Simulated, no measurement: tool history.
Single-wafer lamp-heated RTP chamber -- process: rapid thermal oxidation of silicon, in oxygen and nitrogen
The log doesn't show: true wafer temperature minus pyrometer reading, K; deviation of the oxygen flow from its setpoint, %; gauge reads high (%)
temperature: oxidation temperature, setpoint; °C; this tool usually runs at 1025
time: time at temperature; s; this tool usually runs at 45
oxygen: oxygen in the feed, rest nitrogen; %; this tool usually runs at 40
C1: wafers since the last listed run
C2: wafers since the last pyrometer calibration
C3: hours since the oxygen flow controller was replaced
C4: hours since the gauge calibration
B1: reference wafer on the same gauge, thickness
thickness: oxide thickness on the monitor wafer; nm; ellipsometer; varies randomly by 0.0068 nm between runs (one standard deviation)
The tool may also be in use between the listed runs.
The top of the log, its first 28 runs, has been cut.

{"run": 29, "day": 17.042, "temperature": 1011, "time": 45, "oxygen": 40, "C1": 99, "C2": 1399, "C3": 317.7, "C4": 305.7, "B1": 4.187, "thickness": 4.147}
{"run": 30, "day": 17.554, "temperature": 1025, "time": 45, "oxygen": 70, "C1": 106, "C2": 1505, "C3": 330, "C4": 318, "B1": 4.192, "thickness": 5.504}
{"run": 31, "day": 18.088, "temperature": 1025, "time": 45, "oxygen": 40, "C1": 110, "C2": 1615, "C3": 342.8, "C4": 330.8, "B1": 4.188, "thickness": 4.561}
{"run": 32, "day": 18.708, "temperature": 1025, "time": 31, "oxygen": 49, "C1": 128, "C2": 1744, "C3": 357.7, "C4": 345.7, "B1": 4.192, "thickness": 4.195}
{"run": 33, "day": 18.962, "temperature": 1025, "time": 24, "oxygen": 40, "C1": 52, "C2": 1797, "C3": 363.8, "C4": 351.8, "B1": 4.192, "thickness": 3.558}
{"run": 34, "day": 19.304, "temperature": 1050, "time": 66, "oxygen": 31, "C1": 70, "C2": 1868, "C3": 372, "C4": 360, "B1": 4.191, "thickness": 5.836}
{"run": 35, "day": 19.583, "temperature": 999, "time": 45, "oxygen": 29, "C1": 57, "C2": 1926, "C3": 378.7, "C4": 366.7, "B1": 4.19, "thickness": 3.506}
{"run": 36, "day": 20.292, "temperature": 1033, "time": 45, "oxygen": 40, "C1": 146, "C2": 2073, "C3": 395.7, "C4": 383.7, "B1": 4.188, "thickness": 4.8}
{"run": 37, "day": 20.729, "temperature": 1053, "time": 63, "oxygen": 57, "C1": 90, "C2": 2163, "C3": 406.2, "C4": 394.2, "B1": 4.191, "thickness": 7.191}

Below are 5 alternative next runs, each starting from the tool's condition after run 37. Predict each:
{"run": "A", "day": 20.746, "temperature": 1054, "time": 45, "oxygen": 40, "C1": 3, "C2": 2167, "C3": 406.6, "C4": 394.6, "B1": "?", "thickness": "?"}
{"run": "B", "day": 20.746, "temperature": 1035, "time": 45, "oxygen": 40, "C1": 3, "C2": 2167, "C3": 406.6, "C4": 394.6, "B1": "?", "thickness": "?"}
{"run": "C", "day": 20.746, "temperature": 1050, "time": 45, "oxygen": 17, "C1": 3, "C2": 2167, "C3": 406.6, "C4": 394.6, "B1": "?", "thickness": "?"}
{"run": "D", "day": 20.746, "temperature": 1025, "time": 26, "oxygen": 40, "C1": 3, "C2": 2167, "C3": 406.6, "C4": 394.6, "B1": "?", "thickness": "?"}
{"run": "E", "day": 20.746, "temperature": 1025, "time": 31, "oxygen": 20, "C1": 3, "C2": 2167, "C3": 406.6, "C4": 394.6, "B1": "?", "thickness": "?"}

run=A B1=4.189 thickness=5.538
run=B B1=4.189 thickness=4.879
run=C B1=4.189 thickness=4.074
run=D B1=4.189 thickness=3.678
run=E B1=4.189 thickness=3.233
Without the tool's hidden state the same runs would have given:
run=A thickness=5.529
run=B thickness=4.872
run=C thickness=4.068
run=D thickness=3.673
run=E thickness=3.229
